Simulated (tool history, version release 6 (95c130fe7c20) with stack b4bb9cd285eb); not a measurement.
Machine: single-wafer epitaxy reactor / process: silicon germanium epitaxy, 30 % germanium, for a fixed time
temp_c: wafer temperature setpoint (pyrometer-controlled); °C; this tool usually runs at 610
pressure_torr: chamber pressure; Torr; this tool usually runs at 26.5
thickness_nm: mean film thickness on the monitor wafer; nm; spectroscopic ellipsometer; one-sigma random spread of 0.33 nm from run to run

run,hour,temp_c,pressure_torr,wafers since the last listed run,hours since the last pyrometer calibration,hours since the last manometer calibration,hours since the showerhead was replaced,hours since the gauge calibration,"read-back reference wafer on the same gauge, thickness_nm",thickness_nm
1,0.0,610,30.7,0,1213.7,68.9,2975.0,110.2,66.120,72.702
2,44.0,610,30.7,755,1257.7,112.9,3019.0,154.2,66.202,72.774
3,85.4,610,26.5,711,1299.1,154.3,3060.4,195.6,66.167,68.687
4,146.8,610,26.5,1054,1360.5,215.7,3121.8,257.0,66.289,68.411
5,212.1,610,26.5,1121,1425.8,281.0,3187.1,322.3,66.207,67.863
6,313.7,610,26.5,1745,1527.4,382.6,3288.7,423.9,66.357,68.281
7,420.0,610,26.5,1826,1633.7,488.9,3395.0,530.2,66.036,68.229
8,478.7,610,26.5,1008,1692.4,547.6,3453.7,588.9,66.131,68.083
9,568.5,621,26.5,1542,1782.2,637.4,3543.5,678.7,66.085,82.056
10,632.5,621,26.5,1099,1846.2,701.4,3607.5,742.7,66.042,82.578
11,711.3,621,26.5,1353,1925.0,780.2,3686.3,821.5,66.180,81.999
12,797.7,610,26.5,1484,2011.4,866.6,3772.7,907.9,66.118,68.115
13,873.5,610,26.5,1302,2087.2,942.4,3848.5,983.7,66.229,67.157
14,939.1,610,26.5,1126,2152.8,1008.0,3914.1,1049.3,66.101,67.499
15,998.5,610,26.5,1020,2212.2,1067.4,3973.5,1108.7,66.207,66.566
16,1063.1,614,28.8,1109,2276.8,1132.0,4038.1,1173.3,66.128,75.085
# hour 1068.9: gauge calibrated
17,1141.5,610,31.1,1346,2355.2,1210.4,4116.5,72.6,66.329,71.527
# hour 1176.0: capacitance manometer re-zeroed and calibrated
18,1212.4,620,31.2,1080,2426.1,36.4,4187.4,143.5,66.130,87.488
19,1293.2,625,22.0,1387,2506.9,117.2,4268.2,224.3,66.298,81.593
20,1335.1,619,23.8,719,2548.8,159.1,4310.1,266.2,66.147,76.553
# hour 1349.0: showerhead replaced
21,1412.3,603,22.0,1188,2626.0,236.3,63.3,343.4,66.185,54.992
# hour 1460.7: pyrometer calibrated
22,1511.2,610,26.5,1561,50.5,335.2,162.2,442.3,66.275,68.515
23,1599.1,601,24.3,1509,138.4,423.1,250.1,530.2,66.272,55.379

What will run 24 give?
24,1687.1,610,26.5,1511,226.4,511.1,338.1,618.2,?,?

{"run 24": {"read-back reference wafer on the same gauge, thickness_nm": 66.228, "thickness_nm": 67.907}}
With the hidden condition absent and the run-to-run variation left alone, this run would have shown thickness_nm 68.434 nm.
